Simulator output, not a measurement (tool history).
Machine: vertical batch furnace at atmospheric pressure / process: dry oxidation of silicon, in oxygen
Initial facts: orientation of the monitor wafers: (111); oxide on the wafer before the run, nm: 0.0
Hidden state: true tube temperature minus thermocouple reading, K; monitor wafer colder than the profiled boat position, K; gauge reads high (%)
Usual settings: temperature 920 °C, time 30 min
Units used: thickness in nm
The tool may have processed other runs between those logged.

| run | hour | temperature | time | wafers since the last listed run | hours since the last temperature calibration | hours since the boat lift was adjusted | hours since the gauge calibration | read-back reference wafer on the same gauge, thickness | thickness |
|---|---|---|---|---|---|---|---|---|---|
| 1 | 0 | 933 | 30 | 0 | 2781.8 | 2587.3 | 193 | 17.29 | 23.37 |
| 2 | 9.2 | 933 | 30 | 146 | 2791 | 2596.5 | 202.2 | 17.32 | 23.32 |
| 3 | 60.4 | 933 | 30 | 815 | 2842.2 | 2647.7 | 253.4 | 17.31 | 23.51 |
| 4 | 80.2 | 925 | 30 | 315 | 2862 | 2667.5 | 273.2 | 17.3 | 21.72 |
| 5 | 99.6 | 920 | 36 | 309 | 2881.4 | 2686.9 | 292.6 | 17.31 | 23.48 |
| 6 | 112.6 | 932 | 30 | 207 | 2894.4 | 2699.9 | 305.6 | 17.3 | 23.23 |
| 7 | 130.9 | 932 | 30 | 291 | 2912.7 | 2718.2 | 323.9 | 17.31 | 23.13 |
|  | 158 | thermocouples replaced and temperature profile calibrated |
| 8 | 158.5 | 920 | 30 | 57 | 0.5 | 2745.8 | 351.5 | 17.3 | 20.74 |
| 9 | 164.1 | 920 | 35 | 89 | 6.1 | 2751.4 | 357.1 | 17.3 | 23.08 |
|  | 191.5 | boat lift adjusted |
| 10 | 192 | 920 | 30 | 62 | 34 | 0.5 | 385 | 17.3 | 20.68 |
| 11 | 198.2 | 920 | 30 | 98 | 40.2 | 6.7 | 391.2 | 17.3 | 20.66 |
| 12 | 218.6 | 920 | 30 | 325 | 60.6 | 27.1 | 411.6 | 17.3 | 20.66 |
| 13 | 229.2 | 920 | 30 | 168 | 71.2 | 37.7 | 422.2 | 17.29 | 20.65 |
| 14 | 250.8 | 920 | 30 | 344 | 92.8 | 59.3 | 443.8 | 17.29 | 20.67 |
|  | 254.3 | gauge calibrated |
| 15 | 272.3 | 936 | 22 | 342 | 114.3 | 80.8 | 18 | 17.31 | 19.37 |
| 16 | 283.7 | 906 | 30 | 181 | 125.7 | 92.2 | 29.4 | 17.3 | 17.95 |
| 17 | 296.3 | 908 | 15.5 | 200 | 138.3 | 104.8 | 42 | 17.29 | 11.5 |
| 18 | 314.4 | 920 | 30 | 288 | 156.4 | 122.9 | 60.1 | 17.31 | 20.75 |
| 19 | 321.8 | 939 | 25 | 117 | 163.8 | 130.3 | 67.5 | 17.32 | 21.87 |
| 20 | 334.1 | 901 | 19 | 195 | 176.1 | 142.6 | 79.8 | 17.31 | 12.36 |
| 21 | 346.2 | 934 | 19 | 192 | 188.2 | 154.7 | 91.9 | 17.31 | 17.3 |
| 22 | 359.2 | 930 | 34.5 | 207 | 201.2 | 167.7 | 104.9 | 17.31 | 25.16 |
| 23 | 366.6 | 920 | 30 | 117 | 208.6 | 175.1 | 112.3 | 17.3 | 20.76 |
| 24 | 387.1 | 931 | 26 | 326 | 229.1 | 195.6 | 132.8 | 17.28 | 20.88 |
| 25 | 407.1 | 920 | 30 | 318 | 249.1 | 215.6 | 152.8 | 17.3 | 20.7 |
| 26 | 415.8 | 920 | 30 | 138 | 257.8 | 224.3 | 161.5 | 17.3 | 20.67 |
| 27 | 423.8 | 902 | 17 | 127 | 265.8 | 232.3 | 169.5 | 17.3 | 11.57 |
| 28 | 431.8 | 902 | 38 | 127 | 273.8 | 240.3 | 177.5 | 17.29 | 20.32 |
| 29 | 451.2 | 920 | 30 | 309 | 293.2 | 259.7 | 196.9 | 17.29 | 20.72 |

Each row is a separate what-if for the run after 29, all from the same tool condition, not one after another. Results?
| A | 456.4 | 920 | 30 | 82 | 298.4 | 264.9 | 202.1 | ? | ? |
| B | 456.4 | 898 | 19 | 82 | 298.4 | 264.9 | 202.1 | ? | ? |
| C | 456.4 | 944 | 30 | 82 | 298.4 | 264.9 | 202.1 | ? | ? |
| D | 456.4 | 903 | 24 | 82 | 298.4 | 264.9 | 202.1 | ? | ? |
| E | 456.4 | 899 | 35.5 | 82 | 298.4 | 264.9 | 202.1 | ? | ? |

| run | read-back reference wafer on the same gauge, thickness | thickness |
|---|---|---|
| A | 17.28 | 20.84 |
| B | 17.28 | 12.03 |
| C | 17.28 | 25.98 |
| D | 17.28 | 14.98 |
| E | 17.28 | 18.92 |
What these runs would have given with no unlogged condition in the tool:
| run | thickness |
|---|---|
| A | 20.84 |
| B | 12.03 |
| C | 25.98 |
| D | 14.98 |
| E | 18.92 |
